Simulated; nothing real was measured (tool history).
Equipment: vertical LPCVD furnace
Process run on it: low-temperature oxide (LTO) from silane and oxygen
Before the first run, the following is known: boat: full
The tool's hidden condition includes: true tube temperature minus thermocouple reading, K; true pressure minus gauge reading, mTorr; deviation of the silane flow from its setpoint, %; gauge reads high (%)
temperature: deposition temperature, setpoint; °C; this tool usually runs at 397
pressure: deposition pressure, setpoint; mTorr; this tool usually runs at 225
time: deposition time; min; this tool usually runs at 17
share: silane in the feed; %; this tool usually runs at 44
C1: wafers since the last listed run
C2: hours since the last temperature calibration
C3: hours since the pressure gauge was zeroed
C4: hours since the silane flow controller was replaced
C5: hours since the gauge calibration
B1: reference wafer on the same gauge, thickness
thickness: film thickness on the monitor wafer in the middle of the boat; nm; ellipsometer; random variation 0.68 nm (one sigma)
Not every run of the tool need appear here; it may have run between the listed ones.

Run 1, hour 0: usual settings but temperature 388 °C, share 41 %; C1 0; C2 2810.7; C3 1737.2; C4 3854.1; C5 1600.7; B1 149.95. Result: thickness 139.14 nm.
Run 2, hour 43.1: usual settings but temperature 388 °C, share 41 %; C1 626; C2 2853.8; C3 1780.3; C4 3897.2; C5 1643.8; B1 149.86. Result: thickness 138.37 nm.
At hour 212.8: pressure gauge zeroed.
Run 3, hour 231.3: usual settings; C1 2388; C2 3042; C3 18.5; C4 4085.4; C5 1832; B1 149.91. Result: thickness 170.96 nm.
At hour 262.3: silane flow controller replaced.
Run 4, hour 262.8: usual settings; C1 109; C2 3073.5; C3 50; C4 0.5; C5 1863.5; B1 150.06. Result: thickness 172.03 nm.
At hour 286.3: gauge calibrated.
At hour 319.3: thermocouples replaced and temperature profile calibrated.
Run 5, hour 319.8: usual settings; C1 480; C2 0.5; C3 107; C4 57.5; C5 33.5; B1 149.91. Result: thickness 164.6 nm.
Run 6, hour 368.4: usual settings but pressure 195 mTorr; C1 706; C2 49.1; C3 155.6; C4 106.1; C5 82.1; B1 149.85. Result: thickness 140.93 nm.
Run 7, hour 401.4: usual settings but pressure 195 mTorr; C1 480; C2 82.1; C3 188.6; C4 139.1; C5 115.1; B1 150.11. Result: thickness 142.22 nm.
Run 8, hour 472.6: usual settings but pressure 270 mTorr; C1 1035; C2 153.3; C3 259.8; C4 210.3; C5 186.3; B1 149.84. Result: thickness 196.56 nm.
Run 9, hour 517.2: usual settings but pressure 270 mTorr; C1 648; C2 197.9; C3 304.4; C4 254.9; C5 230.9; B1 150.08. Result: thickness 195.8 nm.
Run 10, hour 588.7: usual settings but pressure 245 mTorr, share 40 %; C1 1040; C2 269.4; C3 375.9; C4 326.4; C5 302.4; B1 149.91. Result: thickness 160.29 nm.
Run 11, hour 656.8: usual settings; C1 990; C2 337.5; C3 444; C4 394.5; C5 370.5; B1 149.76. Result: thickness 165.46 nm.
Run 12, hour 691.8: usual settings but pressure 170 mTorr, share 39 %; C1 509; C2 372.5; C3 479; C4 429.5; C5 405.5; B1 150.12. Result: thickness 108.74 nm.
Run 13, hour 758.8: usual settings; C1 974; C2 439.5; C3 546; C4 496.5; C5 472.5; B1 150.02. Result: thickness 164.48 nm.
Run 14, hour 828.2: usual settings but temperature 401 °C, pressure 190 mTorr, time 22.5 min, share 42 %; C1 1009; C2 508.9; C3 615.4; C4 565.9; C5 541.9; B1 150.29. Result: thickness 181.97 nm.
Run 15, hour 857.7: usual settings but temperature 404 °C, share 49 %; C1 429; C2 538.4; C3 644.9; C4 595.4; C5 571.4; B1 149.87. Result: thickness 194.97 nm.
Run 16, hour 897.6: usual settings; C1 580; C2 578.3; C3 684.8; C4 635.3; C5 611.3; B1 150.01. Result: thickness 163.82 nm.
Run 17, hour 1019.1: usual settings but share 48 %; C1 1767; C2 699.8; C3 806.3; C4 756.8; C5 732.8; B1 150.28. Result: thickness 178.53 nm.
Run 18, hour 1055.9: usual settings but share 37 %; C1 535; C2 736.6; C3 843.1; C4 793.6; C5 769.6; B1 150.1. Result: thickness 133.48 nm.
Run 19, hour 1100.5: usual settings; C1 648; C2 781.2; C3 887.7; C4 838.2; C5 814.2; B1 150.13. Result: thickness 165.07 nm.
Run 20, hour 1146.8: usual settings but temperature 393 °C, time 21 min, share 50 %; C1 673; C2 827.5; C3 934; C4 884.5; C5 860.5; B1 150.04. Result: thickness 221.69 nm.
Run 21, hour 1176.5: usual settings but temperature 392 °C, pressure 255 mTorr, time 22.5 min, share 49 %; C1 432; C2 857.2; C3 963.7; C4 914.2; C5 890.2; B1 149.95. Result: thickness 258.9 nm.
Run 22, hour 1212.6: usual settings but time 23 min; C1 525; C2 893.3; C3 999.8; C4 950.3; C5 926.3; B1 150. Result: thickness 220.45 nm.
Run 23, hour 1256.9: usual settings but pressure 170 mTorr; C1 644; C2 937.6; C3 1044.1; C4 994.6; C5 970.6; B1 150.02. Result: thickness 122.81 nm.
Run 24, hour 1288.7: usual settings but temperature 387 °C, pressure 170 mTorr, time 20.5 min, share 40 %; C1 462; C2 969.4; C3 1075.9; C4 1026.4; C5 1002.4; B1 150.13. Result: thickness 119.69 nm.
Run 25, hour 1349.8: usual settings but temperature 404 °C, pressure 195 mTorr, time 12 min, share 39 %; C1 888; C2 1030.5; C3 1137; C4 1087.5; C5 1063.5; B1 150.04. Result: thickness 93.97 nm.
Run 26, hour 1399.1: usual settings but temperature 407 °C, time 23.5 min, share 49 %; C1 717; C2 1079.8; C3 1186.3; C4 1136.8; C5 1112.8; B1 149.93. Result: thickness 279.22 nm.
Run 27, hour 1428.7: usual settings but pressure 185 mTorr; C1 430; C2 1109.4; C3 1215.9; C4 1166.4; C5 1142.4; B1 150.03. Result: thickness 134.14 nm.
Run 28, hour 1573.1: usual settings; C1 2100; C2 1253.8; C3 1360.3; C4 1310.8; C5 1286.8; B1 150.09. Result: thickness 162.74 nm.
Run 29, hour 1637.5: usual settings but temperature 393 °C; C1 936; C2 1318.2; C3 1424.7; C4 1375.2; C5 1351.2; B1 149.97. Result: thickness 156.77 nm.
Run 30, hour 1682.8: usual settings but time 13 min, share 48 %; C1 658; C2 1363.5; C3 1470; C4 1420.5; C5 1396.5; B1 150.04. Result: thickness 136.16 nm.
Run 31, hour 1708.4: usual settings but pressure 270 mTorr; C1 372; C2 1389.1; C3 1495.6; C4 1446.1; C5 1422.1; B1 149.99. Result: thickness 197.25 nm.

4 ways to go on from here, each from the tool as it stands after run 31. What would each give?
Run A, hour 1713.2: usual settings; C1 69; C2 1393.9; C3 1500.4; C4 1450.9; C5 1426.9; B1 ?. Result: thickness ?.
Run B, hour 1713.2: usual settings but temperature 400 °C, pressure 180 mTorr, time 15 min; C1 69; C2 1393.9; C3 1500.4; C4 1450.9; C5 1426.9; B1 ?. Result: thickness ?.
Run C, hour 1713.2: usual settings but pressure 175 mTorr; C1 69; C2 1393.9; C3 1500.4; C4 1450.9; C5 1426.9; B1 ?. Result: thickness ?.
Run D, hour 1713.2: usual settings but temperature 402 °C, pressure 180 mTorr, time 23.5 min, share 50 %; C1 69; C2 1393.9; C3 1500.4; C4 1450.9; C5 1426.9; B1 ?. Result: thickness ?.

run     B1  thickness
  A  150.2     162.85
  B  150.2     118.04
  C  150.2     125.88
  D  150.2     212.75
Without the tool's hidden state the same runs would have given:
run  thickness
  A     162.28
  B     118.31
  C     126.22
  D     213.51

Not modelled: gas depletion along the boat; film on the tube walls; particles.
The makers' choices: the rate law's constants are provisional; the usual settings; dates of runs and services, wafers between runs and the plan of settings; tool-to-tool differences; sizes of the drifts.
